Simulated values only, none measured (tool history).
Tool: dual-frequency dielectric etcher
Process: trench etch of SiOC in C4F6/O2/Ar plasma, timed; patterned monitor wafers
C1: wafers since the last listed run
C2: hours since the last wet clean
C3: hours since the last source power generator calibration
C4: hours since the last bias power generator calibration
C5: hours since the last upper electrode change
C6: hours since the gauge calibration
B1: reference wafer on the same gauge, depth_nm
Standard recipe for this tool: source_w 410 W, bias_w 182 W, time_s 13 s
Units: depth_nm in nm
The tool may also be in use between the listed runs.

Run 1, day 0: usual settings; C1 0; C2 309.8; C3 2136.5; C4 3195.3; C5 1487.6; C6 600.2; B1 27.38. Result: depth_nm 27.44 nm.
Run 2, day 2.679: usual settings; C1 770; C2 374.1; C3 2200.8; C4 3259.6; C5 1551.9; C6 664.5; B1 27.34. Result: depth_nm 27.47 nm.
At day 5.633: wet clean of the chamber.
Run 3, day 6.662: usual settings; C1 857; C2 24.7; C3 2296.4; C4 3355.2; C5 1647.5; C6 760.1; B1 27.33. Result: depth_nm 27.32 nm.
Run 4, day 8.383: usual settings but bias_w 204 W; C1 494; C2 66; C3 2337.7; C4 3396.5; C5 1688.8; C6 801.4; B1 27.29. Result: depth_nm 28.16 nm.
Run 5, day 12.267: usual settings but time_s 10.5 s; C1 1116; C2 159.2; C3 2430.9; C4 3489.7; C5 1782; C6 894.6; B1 27.26. Result: depth_nm 22.1 nm.
Run 6, day 15.133: usual settings but time_s 10.5 s; C1 824; C2 228; C3 2499.7; C4 3558.5; C5 1850.8; C6 963.4; B1 27.26. Result: depth_nm 21.97 nm.
At day 22.667: wet clean of the chamber.
Run 7, day 24.508: usual settings but source_w 470 W; C1 2407; C2 44.2; C3 2724.7; C4 3783.5; C5 2075.8; C6 1188.4; B1 27.16. Result: depth_nm 29.51 nm.
Run 8, day 28.938: usual settings but source_w 470 W; C1 1273; C2 150.5; C3 2831; C4 3889.8; C5 2182.1; C6 1294.7; B1 27.1. Result: depth_nm 29.45 nm.
Run 9, day 32.975: usual settings; C1 1160; C2 247.4; C3 2927.9; C4 3986.7; C5 2279; C6 1391.6; B1 27.08. Result: depth_nm 27.32 nm.
At day 35.612: upper electrode replaced.
Run 10, day 38.954: usual settings; C1 1431; C2 390.9; C3 3071.4; C4 4130.2; C5 80.2; C6 1535.1; B1 27. Result: depth_nm 27.11 nm.
At day 41.112: wet clean of the chamber.
Run 11, day 42.633: usual settings but bias_w 211 W; C1 770; C2 36.5; C3 3159.7; C4 4218.5; C5 168.5; C6 1623.4; B1 27. Result: depth_nm 28.15 nm.
Run 12, day 45.962: usual settings but bias_w 211 W; C1 956; C2 116.4; C3 3239.6; C4 4298.4; C5 248.4; C6 1703.3; B1 26.96. Result: depth_nm 27.98 nm.
Run 13, day 49.483: usual settings; C1 1012; C2 200.9; C3 3324.1; C4 4382.9; C5 332.9; C6 1787.8; B1 26.93. Result: depth_nm 26.87 nm.
At day 51.3: source power generator calibrated.
At day 52.575: bias power generator calibrated.
Run 14, day 56.362: usual settings but time_s 14.5 s; C1 1881; C2 366; C3 121.5; C4 90.9; C5 498; C6 1952.9; B1 26.87. Result: depth_nm 30.03 nm.
Run 15, day 57.933: usual settings but source_w 370 W, time_s 11.5 s; C1 451; C2 403.7; C3 159.2; C4 128.6; C5 535.7; C6 1990.6; B1 26.86. Result: depth_nm 22.35 nm.
At day 60.546: wet clean of the chamber.
Run 16, day 60.567: usual settings; C1 469; C2 0.5; C3 222.4; C4 191.8; C5 598.9; C6 2053.8; B1 26.83. Result: depth_nm 27 nm.
At day 62.667: gauge calibrated.
Run 17, day 62.983: usual settings but source_w 490 W, time_s 16.5 s; C1 694; C2 58.5; C3 280.4; C4 249.8; C5 656.9; C6 7.6; B1 27.71. Result: depth_nm 39.38 nm.
Run 18, day 66.942: usual settings but source_w 350 W, bias_w 157 W, time_s 14.5 s; C1 1137; C2 153.5; C3 375.4; C4 344.8; C5 751.9; C6 102.6; B1 27.71. Result: depth_nm 27.08 nm.
Run 19, day 68.917: usual settings; C1 567; C2 200.9; C3 422.8; C4 392.2; C5 799.3; C6 150; B1 27.67. Result: depth_nm 27.87 nm.
Run 20, day 72.25: usual settings but time_s 15 s; C1 958; C2 280.9; C3 502.8; C4 472.2; C5 879.3; C6 230; B1 27.66. Result: depth_nm 32.02 nm.
Run 21, day 73.962: usual settings but bias_w 147 W; C1 492; C2 322; C3 543.9; C4 513.3; C5 920.4; C6 271.1; B1 27.63. Result: depth_nm 26.34 nm.
Run 22, day 77.283: usual settings but bias_w 199 W, time_s 16 s; C1 954; C2 401.7; C3 623.6; C4 593; C5 1000.1; C6 350.8; B1 27.58. Result: depth_nm 34.75 nm.
At day 79.775: wet clean of the chamber.
Run 23, day 79.796: usual settings but bias_w 162 W; C1 434; C2 0.5; C3 683.9; C4 653.3; C5 1060.4; C6 411.1; B1 27.57. Result: depth_nm 27.04 nm.
Run 24, day 82.217: usual settings; C1 695; C2 58.6; C3 742; C4 711.4; C5 1118.5; C6 469.2; B1 27.56. Result: depth_nm 27.64 nm.

Branching from run 24: 4 alternative next runs. What would each branch give?
Run A, day 82.233: usual settings but source_w 480 W; C1 4; C2 59; C3 742.4; C4 711.8; C5 1118.9; C6 469.6; B1 ?. Result: depth_nm ?.
Run B, day 82.233: usual settings but source_w 450 W, bias_w 137 W; C1 4; C2 59; C3 742.4; C4 711.8; C5 1118.9; C6 469.6; B1 ?. Result: depth_nm ?.
Run C, day 82.233: usual settings but source_w 330 W, bias_w 143 W, time_s 11.5 s; C1 4; C2 59; C3 742.4; C4 711.8; C5 1118.9; C6 469.6; B1 ?. Result: depth_nm ?.
Run D, day 82.233: usual settings but source_w 440 W, bias_w 163 W, time_s 11.5 s; C1 4; C2 59; C3 742.4; C4 711.8; C5 1118.9; C6 469.6; B1 ?. Result: depth_nm ?.

run     B1  depth_nm
  A  27.55     30.25
  B  27.55     27.39
  C  27.55     20.02
  D  27.55     24.81
With the hidden condition removed and each run's random variation left untouched, the same runs would have given:
run  depth_nm
  A     30.41
  B     27.53
  C     20.13
  D     24.95
